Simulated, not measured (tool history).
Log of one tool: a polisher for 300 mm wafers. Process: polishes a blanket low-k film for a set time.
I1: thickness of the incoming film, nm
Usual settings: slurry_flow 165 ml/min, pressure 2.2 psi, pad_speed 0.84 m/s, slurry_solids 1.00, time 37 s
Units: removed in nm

run 1 hour=0.0 | slurry_flow=165 pressure=2.2 pad_speed=0.84 slurry_solids=1.00 time=37 | I1=597.8 | removed=16.1
run 2 hour=7.4 | slurry_flow=165 pressure=2.2 pad_speed=0.84 slurry_solids=1.00 time=37 | I1=589.3 | removed=15.8
-- hour=23.6 worn pad replaced by a new one
run 3 hour=24.1 | slurry_flow=130 pressure=2.6 pad_speed=0.84 slurry_solids=1.00 time=37 | I1=584.7 | removed=19.7
run 4 hour=36.7 | slurry_flow=130 pressure=2.6 pad_speed=0.84 slurry_solids=1.00 time=37 | I1=589.1 | removed=19.4
run 5 hour=47.0 | slurry_flow=130 pressure=2.6 pad_speed=0.84 slurry_solids=1.00 time=37 | I1=583.8 | removed=18.9
-- hour=55.7 slurry blender recalibrated
run 6 hour=63.6 | slurry_flow=165 pressure=2.2 pad_speed=0.84 slurry_solids=1.00 time=37 | I1=576.6 | removed=16.2
-- hour=69.0 head pressure recalibrated
run 7 hour=72.4 | slurry_flow=165 pressure=2.2 pad_speed=0.84 slurry_solids=1.00 time=37 | I1=598.6 | removed=16.3
run 8 hour=80.7 | slurry_flow=115 pressure=2.2 pad_speed=0.62 slurry_solids=1.00 time=37 | I1=586.5 | removed=11.8
-- hour=87.4 worn pad replaced by a new one
run 9 hour=94.6 | slurry_flow=105 pressure=1.6 pad_speed=0.84 slurry_solids=1.30 time=37 | I1=586.1 | removed=12.6
run 10 hour=109.0 | slurry_flow=165 pressure=2.2 pad_speed=0.68 slurry_solids=1.00 time=37 | I1=586.3 | removed=14.3
-- hour=111.5 slurry nozzle cleaned
-- hour=118.6 conditioning disc replaced and pad reconditioned
run 11 hour=119.1 | slurry_flow=165 pressure=2.2 pad_speed=0.56 slurry_solids=0.85 time=29 | I1=600.6 | removed=8.8
run 12 hour=130.6 | slurry_flow=165 pressure=1.9 pad_speed=0.58 slurry_solids=1.00 time=27 | I1=591.9 | removed=7.6
run 13 hour=136.9 | slurry_flow=165 pressure=2.2 pad_speed=0.84 slurry_solids=1.00 time=37 | I1=594.6 | removed=16.2
run 14 hour=151.7 | slurry_flow=165 pressure=2.2 pad_speed=0.84 slurry_solids=1.00 time=37 | I1=590.8 | removed=15.9

Some steps in removed between neighbouring runs. How much of each would the tool show without its hidden state too (settings, what came in, random variation), and how much is left for the hidden state, with any gauge scatter that isn't in both results?
The hidden state here: removal rate lost through wear of the pad, %; slurry flow missing at the pad, %; deviation of the head's pressure from its setpoint, %; abrasive missing from the slurry, %; time polished since the conditioner stopped cutting, s.
Run 2 -> 3: slurry_flow 165 -> 130, pressure 2.2 -> 2.6, worn pad replaced by a new one. removed +3.9 nm: hidden state +1.6, all else +2.3.
Run 12 -> 13: pressure 1.9 -> 2.2, pad_speed 0.58 -> 0.84, time 27 -> 37. removed +8.6 nm: hidden state -0.6, all else +9.2.
